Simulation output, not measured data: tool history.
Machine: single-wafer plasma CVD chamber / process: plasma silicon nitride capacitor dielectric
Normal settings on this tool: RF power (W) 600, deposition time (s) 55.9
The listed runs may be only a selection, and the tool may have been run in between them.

run	hour	RF power (W)	deposition time (s)	wafers since the last listed run	hours since the last RF generator calibration	hours since the showerhead was replaced	hours since the gauge calibration	read-back reference wafer on the same gauge, thickness_nm	mean film thickness on the monitor wafer (angstrom)
1	0.0	645	55.9	0	1060.9	4667.1	291.8	75.998	860.49
2	103.6	645	55.9	1468	1164.5	4770.7	395.4	75.700	862.54
3	208.8	645	55.9	1490	1269.7	4875.9	500.6	75.414	848.28
4	283.0	600	48.1	1051	1343.9	4950.1	574.8	75.252	709.75
5	351.2	600	55.9	966	1412.1	5018.3	643.0	75.221	827.63
6	423.1	600	55.9	1018	1484.0	5090.2	714.9	75.138	815.86
7	482.8	600	55.9	845	1543.7	5149.9	774.6	75.083	817.29
8	787.8	600	52.8	4321	1848.7	5454.9	1079.6	74.697	771.41
9	885.7	600	55.9	1387	1946.6	5552.8	1177.5	74.641	815.16
# hour 1027.7: RF generator calibrated
10	1052.7	600	55.9	2253	25.0	5719.8	1344.5	74.545	821.62
11	1093.9	600	55.9	583	66.2	5761.0	1385.7	74.527	813.97
12	1182.4	600	55.9	1254	154.7	5849.5	1474.2	74.445	812.56
# hour 1218.0: showerhead replaced
13	1264.3	600	55.9	1047	236.6	46.3	1556.1	74.459	808.83
14	1309.9	600	55.9	646	282.2	91.9	1601.7	74.414	820.30
15	1404.3	690	51.0	1337	376.6	186.3	1696.1	74.506	794.68
16	1474.9	500	50.7	1000	447.2	256.9	1766.7	74.239	666.76
# hour 1504.0: gauge calibrated
17	1550.7	675	55.9	1074	523.0	332.7	46.7	77.067	890.36
18	1596.5	480	51.3	648	568.8	378.5	92.5	76.848	683.08
19	1684.2	600	55.9	1242	656.5	466.2	180.2	76.499	838.65
20	1786.3	720	55.9	1446	758.6	568.3	282.3	76.207	914.78
21	1860.1	555	52.5	1045	832.4	642.1	356.1	76.018	755.63
22	1896.6	525	50.3	517	868.9	678.6	392.6	75.968	698.83
23	1967.4	600	55.9	1003	939.7	749.4	463.4	75.679	835.21
24	2066.3	600	66.1	1401	1038.6	848.3	562.3	75.575	988.42
25	2153.9	525	51.3	1241	1126.2	935.9	649.9	75.542	700.56
26	2207.5	555	52.5	759	1179.8	989.5	703.5	75.392	739.50
27	2284.9	535	49.4	1096	1257.2	1066.9	780.9	75.318	684.09
28	2328.0	670	55.9	610	1300.3	1110.0	824.0	75.150	873.84

Branching from run 28: 5 alternative next runs. What would each branch give?
A	2328.4	600	55.9	5	1300.7	1110.4	824.4	?	?
B	2328.4	660	51.6	5	1300.7	1110.4	824.4	?	?
C	2328.4	480	52.2	5	1300.7	1110.4	824.4	?	?
D	2328.4	650	46.1	5	1300.7	1110.4	824.4	?	?
E	2328.4	565	47.2	5	1300.7	1110.4	824.4	?	?

run	read-back reference wafer on the same gauge, thickness_nm	mean film thickness on the monitor wafer (angstrom)
A	75.194	825.16
B	75.194	798.06
C	75.194	681.33
D	75.194	707.82
E	75.194	675.48
With no hidden state in the tool, these same runs would have given:
run	mean film thickness on the monitor wafer (angstrom)
A	846.87
B	819.06
C	699.26
D	726.44
E	693.25
